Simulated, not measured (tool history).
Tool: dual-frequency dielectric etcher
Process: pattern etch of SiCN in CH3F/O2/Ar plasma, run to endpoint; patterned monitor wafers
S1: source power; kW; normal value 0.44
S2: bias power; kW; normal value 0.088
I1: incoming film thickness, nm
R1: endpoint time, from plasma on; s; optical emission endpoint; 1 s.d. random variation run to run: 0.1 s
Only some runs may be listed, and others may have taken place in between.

Run 1, day 0: usual settings but S1 0.37 kW, S2 0.072 kW; I1 9.22. Result: R1 25.1 s.
Run 2, day 0.375: usual settings but S1 0.37 kW, S2 0.072 kW; I1 9.2. Result: R1 25.1 s.
Run 3, day 0.967: usual settings; I1 9.16. Result: R1 21.8 s.
Run 4, day 1.538: usual settings; I1 9.2. Result: R1 21.8 s.
Run 5, day 1.888: usual settings but S1 0.47 kW, S2 0.101 kW; I1 9.2. Result: R1 20.3 s.
Run 6, day 2.596: usual settings but S1 0.47 kW, S2 0.101 kW; I1 9.26. Result: R1 20.4 s.
Run 7, day 2.958: usual settings but S2 0.098 kW; I1 9.19. Result: R1 20.9 s.
Run 8, day 3.546: usual settings but S2 0.098 kW; I1 9.29. Result: R1 21.2 s.
Run 9, day 4.125: usual settings but S2 0.098 kW; I1 9.16. Result: R1 20.7 s.
Run 10, day 4.846: usual settings but S1 0.36 kW; I1 9.35. Result: R1 23.7 s.
At day 7.388: wet clean of the chamber.
Run 11, day 7.408: usual settings but S1 0.36 kW; I1 9.14. Result: R1 23.7 s.
At day 7.829: source power generator calibrated.
Run 12, day 8.012: usual settings but S2 0.099 kW; I1 9.14. Result: R1 21.2 s.
Run 13, day 8.329: usual settings but S2 0.099 kW; I1 9.16. Result: R1 21.3 s.
Run 14, day 9.071: usual settings but S2 0.103 kW; I1 9.17. Result: R1 20.9 s.
Run 15, day 9.629: usual settings but S2 0.098 kW; I1 9.19. Result: R1 21.4 s.
Run 16, day 10.888: usual settings but S1 0.35 kW, S2 0.101 kW; I1 9.25. Result: R1 22.7 s.
At day 11.958: upper electrode replaced.
Run 17, day 11.979: usual settings but S1 0.38 kW, S2 0.101 kW; I1 9.18. Result: R1 21.9 s.
Run 18, day 12.183: usual settings but S1 0.54 kW, S2 0.067 kW; I1 9.16. Result: R1 22.8 s.
Run 19, day 12.583: usual settings; I1 9.17. Result: R1 22.1 s.
Run 20, day 12.862: usual settings but S1 0.4 kW, S2 0.105 kW; I1 9.07. Result: R1 21 s.
Run 21, day 13.2: usual settings but S1 0.38 kW, S2 0.067 kW; I1 9.27. Result: R1 26.2 s.
Run 22, day 13.588: usual settings but S1 0.37 kW, S2 0.074 kW; I1 9.14. Result: R1 24.9 s.
At day 14.158: bias power generator calibrated.
Run 23, day 14.662: usual settings but S1 0.5 kW; I1 9.19. Result: R1 21 s.
Run 24, day 16.604: usual settings but S2 0.098 kW; I1 9.24. Result: R1 21.2 s.
Run 25, day 17.233: usual settings but S2 0.071 kW; I1 9.08. Result: R1 23.7 s.
Run 26, day 17.733: usual settings but S1 0.49 kW, S2 0.078 kW; I1 9.14. Result: R1 22.2 s.

Predict each of these 5 candidate next runs independently; none follows another, all start after run 26:
Run A, day 17.75: usual settings; I1 9.14. Result: R1 ?.
Run B, day 17.75: usual settings but S2 0.069 kW; I1 9.14. Result: R1 ?.
Run C, day 17.75: usual settings but S1 0.37 kW, S2 0.077 kW; I1 9.14. Result: R1 ?.
Run D, day 17.75: usual settings but S1 0.53 kW, S2 0.095 kW; I1 9.14. Result: R1 ?.
Run E, day 17.75: usual settings but S1 0.5 kW, S2 0.074 kW; I1 9.14. Result: R1 ?.

run    R1
  A  22.1
  B  24.4
  C  24.7
  D  20.1
  E  22.7
The same runs, with their run-to-run variation unchanged, on a tool lacking any hidden condition would have given:
run    R1
  A  22.4
  B  24.7
  C  25.1
  D  20.4
  E    23
